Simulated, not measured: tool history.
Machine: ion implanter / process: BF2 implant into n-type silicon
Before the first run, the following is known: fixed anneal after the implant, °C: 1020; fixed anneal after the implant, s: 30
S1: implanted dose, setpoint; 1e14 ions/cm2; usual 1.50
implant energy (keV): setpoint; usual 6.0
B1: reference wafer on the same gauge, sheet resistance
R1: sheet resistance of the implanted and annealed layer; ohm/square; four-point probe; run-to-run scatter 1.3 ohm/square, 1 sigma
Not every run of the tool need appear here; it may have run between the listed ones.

{"run": 1, "hour": 0.0, "S1": 1.5, "implant energy (keV)": 6.0, "B1": 724.93, "R1": 835.53}
{"run": 2, "hour": 138.2, "S1": 1.69, "implant energy (keV)": 6.5, "B1": 725.13, "R1": 741.71}
{"run": 3, "hour": 164.9, "S1": 1.69, "implant energy (keV)": 6.5, "B1": 725.11, "R1": 742.04}
{"run": 4, "hour": 213.6, "S1": 1.5, "implant energy (keV)": 6.0, "B1": 724.75, "R1": 830.38}
{"run": 5, "hour": 282.5, "S1": 1.5, "implant energy (keV)": 6.0, "B1": 724.87, "R1": 831.01}
{"hour": 318.5, "done": "gauge calibrated"}
{"run": 6, "hour": 345.4, "S1": 1.5, "implant energy (keV)": 6.0, "B1": 724.64, "R1": 829.84}
{"run": 7, "hour": 377.6, "S1": 1.5, "implant energy (keV)": 6.0, "B1": 724.93, "R1": 829.96}
{"run": 8, "hour": 414.5, "S1": 1.5, "implant energy (keV)": 6.0, "B1": 725.05, "R1": 830.41}
{"run": 9, "hour": 481.1, "S1": 1.5, "implant energy (keV)": 6.0, "B1": 724.97, "R1": 830.26}
{"run": 10, "hour": 528.9, "S1": 1.31, "implant energy (keV)": 6.0, "B1": 724.96, "R1": 931.74}
{"run": 11, "hour": 553.9, "S1": 1.26, "implant energy (keV)": 7.5, "B1": 724.86, "R1": 936.0}
{"hour": 597.6, "done": "Faraday cup replaced and dose calibrated"}
{"run": 12, "hour": 608.4, "S1": 1.5, "implant energy (keV)": 6.0, "B1": 725.09, "R1": 837.66}
{"run": 13, "hour": 649.3, "S1": 1.5, "implant energy (keV)": 6.0, "B1": 724.9, "R1": 837.0}
{"hour": 739.9, "done": "extraction supply calibrated"}
{"run": 14, "hour": 768.4, "S1": 1.76, "implant energy (keV)": 7.0, "B1": 724.99, "R1": 710.55}

Estimate the outcome of run 15 from the log above:
{"run": 15, "hour": 821.0, "S1": 1.37, "implant energy (keV)": 5.0, "B1": "?", "R1": "?"}

B1: 724.70
R1: 928.37 ohm/square
On a tool with no hidden condition, and with the same random variation, this run would have come out at R1 934.64 ohm/square.
